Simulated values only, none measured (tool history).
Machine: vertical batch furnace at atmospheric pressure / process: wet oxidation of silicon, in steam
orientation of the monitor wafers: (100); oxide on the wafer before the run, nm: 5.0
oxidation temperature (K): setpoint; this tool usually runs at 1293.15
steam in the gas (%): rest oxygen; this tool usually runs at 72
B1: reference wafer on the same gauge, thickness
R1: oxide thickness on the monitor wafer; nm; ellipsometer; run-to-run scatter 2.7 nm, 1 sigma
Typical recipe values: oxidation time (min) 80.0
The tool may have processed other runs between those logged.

{"run": 1, "hour": 0.0, "oxidation temperature (K)": 1293.15, "oxidation time (min)": 80.0, "steam in the gas (%)": 67, "B1": 471.05, "R1": 471.12}
{"run": 2, "hour": 51.1, "oxidation temperature (K)": 1276.15, "oxidation time (min)": 80.0, "steam in the gas (%)": 72, "B1": 469.82, "R1": 437.13}
{"run": 3, "hour": 104.4, "oxidation temperature (K)": 1276.15, "oxidation time (min)": 80.0, "steam in the gas (%)": 72, "B1": 468.9, "R1": 438.43}
{"run": 4, "hour": 158.8, "oxidation temperature (K)": 1293.15, "oxidation time (min)": 80.0, "steam in the gas (%)": 72, "B1": 467.48, "R1": 489.23}
{"run": 5, "hour": 196.3, "oxidation temperature (K)": 1293.15, "oxidation time (min)": 80.0, "steam in the gas (%)": 72, "B1": 467.27, "R1": 487.75}
{"run": 6, "hour": 242.7, "oxidation temperature (K)": 1293.15, "oxidation time (min)": 80.0, "steam in the gas (%)": 72, "B1": 465.59, "R1": 485.07}
{"run": 7, "hour": 266.7, "oxidation temperature (K)": 1293.15, "oxidation time (min)": 102.5, "steam in the gas (%)": 76, "B1": 465.84, "R1": 588.0}
{"run": 8, "hour": 291.1, "oxidation temperature (K)": 1293.15, "oxidation time (min)": 102.5, "steam in the gas (%)": 76, "B1": 465.38, "R1": 587.14}
{"hour": 318.2, "done": "thermocouples replaced and temperature profile calibrated"}
{"run": 9, "hour": 348.7, "oxidation temperature (K)": 1293.15, "oxidation time (min)": 80.0, "steam in the gas (%)": 72, "B1": 463.89, "R1": 483.41}
{"run": 10, "hour": 402.4, "oxidation temperature (K)": 1293.15, "oxidation time (min)": 66.5, "steam in the gas (%)": 72, "B1": 462.62, "R1": 428.92}
{"hour": 421.2, "done": "gauge calibrated"}
{"run": 11, "hour": 444.7, "oxidation temperature (K)": 1278.15, "oxidation time (min)": 80.0, "steam in the gas (%)": 72, "B1": 479.36, "R1": 453.24}
{"run": 12, "hour": 494.4, "oxidation temperature (K)": 1272.15, "oxidation time (min)": 69.5, "steam in the gas (%)": 63, "B1": 477.33, "R1": 363.46}
{"run": 13, "hour": 519.5, "oxidation temperature (K)": 1313.15, "oxidation time (min)": 94.5, "steam in the gas (%)": 83, "B1": 477.0, "R1": 676.01}
{"hour": 566.3, "done": "steam generator serviced"}
{"run": 14, "hour": 590.9, "oxidation temperature (K)": 1303.15, "oxidation time (min)": 47.5, "steam in the gas (%)": 72, "B1": 475.81, "R1": 377.74}
{"run": 15, "hour": 656.0, "oxidation temperature (K)": 1293.15, "oxidation time (min)": 80.0, "steam in the gas (%)": 72, "B1": 474.3, "R1": 497.85}
{"run": 16, "hour": 727.0, "oxidation temperature (K)": 1312.15, "oxidation time (min)": 108.0, "steam in the gas (%)": 72, "B1": 474.2, "R1": 661.34}

How would selected steps in R1 from run to run divide? Give the signed amount a tool lacking its hidden state would still show from settings, what came in and random variation, and the signed amount left for the hidden state, including any gauge scatter that is not in both of the compared results.
The tool's hidden condition here consists of: true tube temperature minus thermocouple reading, K; steam share off its setpoint, % of the setpoint; gauge reads high (%).
Run 10 -> 11: oxidation temperature (K) 1293.15 -> 1278.15, oxidation time (min) 66.5 -> 80.0, gauge calibrated. R1 +24.32 nm: hidden state +14.07, all else +10.25.
Run 12 -> 13: oxidation temperature (K) 1272.15 -> 1313.15, oxidation time (min) 69.5 -> 94.5, steam in the gas (%) 63 -> 83. R1 +312.55 nm: hidden state -1.55, all else +314.10.
